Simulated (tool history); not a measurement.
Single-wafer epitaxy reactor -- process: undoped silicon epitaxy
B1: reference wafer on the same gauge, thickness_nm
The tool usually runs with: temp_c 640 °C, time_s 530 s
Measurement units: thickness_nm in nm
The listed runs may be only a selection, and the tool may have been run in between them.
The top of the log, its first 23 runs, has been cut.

run 24 hour=1555.4 | temp_c=640 time_s=460 | B1=85.478 | thickness_nm=61.199
run 25 hour=1611.1 | temp_c=646 time_s=585 | B1=85.413 | thickness_nm=87.871
run 26 hour=1683.6 | temp_c=651 time_s=607 | B1=85.339 | thickness_nm=99.591
run 27 hour=1760.9 | temp_c=640 time_s=530 | B1=85.366 | thickness_nm=70.775
run 28 hour=1861.2 | temp_c=636 time_s=464 | B1=85.383 | thickness_nm=56.545
run 29 hour=1946.1 | temp_c=645 time_s=619 | B1=85.469 | thickness_nm=90.139
run 30 hour=2027.1 | temp_c=633 time_s=462 | B1=85.446 | thickness_nm=52.976
run 31 hour=2079.4 | temp_c=633 time_s=530 | B1=85.470 | thickness_nm=60.788
run 32 hour=2376.9 | temp_c=633 time_s=631 | B1=85.311 | thickness_nm=70.706
run 33 hour=2422.2 | temp_c=647 time_s=609 | B1=85.455 | thickness_nm=91.179
run 34 hour=2460.8 | temp_c=634 time_s=530 | B1=85.440 | thickness_nm=60.972
-- hour=2516.1 pyrometer calibrated
run 35 hour=2528.1 | temp_c=649 time_s=576 | B1=85.329 | thickness_nm=93.130
run 36 hour=2601.8 | temp_c=646 time_s=634 | B1=85.382 | thickness_nm=96.579
run 37 hour=2640.2 | temp_c=640 time_s=530 | B1=85.470 | thickness_nm=71.037
run 38 hour=2704.7 | temp_c=640 time_s=530 | B1=85.362 | thickness_nm=71.651
run 39 hour=2775.0 | temp_c=640 time_s=530 | B1=85.439 | thickness_nm=71.342
run 40 hour=2833.1 | temp_c=649 time_s=606 | B1=85.328 | thickness_nm=96.606
run 41 hour=2906.4 | temp_c=640 time_s=444 | B1=85.381 | thickness_nm=59.888

Here are 3 independent what-if runs from the current tool condition. What would each one return?
run A hour=2906.9 | temp_c=640 time_s=461 | B1=? | thickness_nm=?
run B hour=2906.9 | temp_c=648 time_s=472 | B1=? | thickness_nm=?
run C hour=2906.9 | temp_c=630 time_s=475 | B1=? | thickness_nm=?

run=A B1=85.472 thickness_nm=62.534
run=B B1=85.472 thickness_nm=74.815
run=C B1=85.472 thickness_nm=52.855
Take away the tool's hidden state, keep each run's random variation, and the runs would have read:
run=A thickness_nm=63.206
run=B thickness_nm=75.607
run=C thickness_nm=53.435
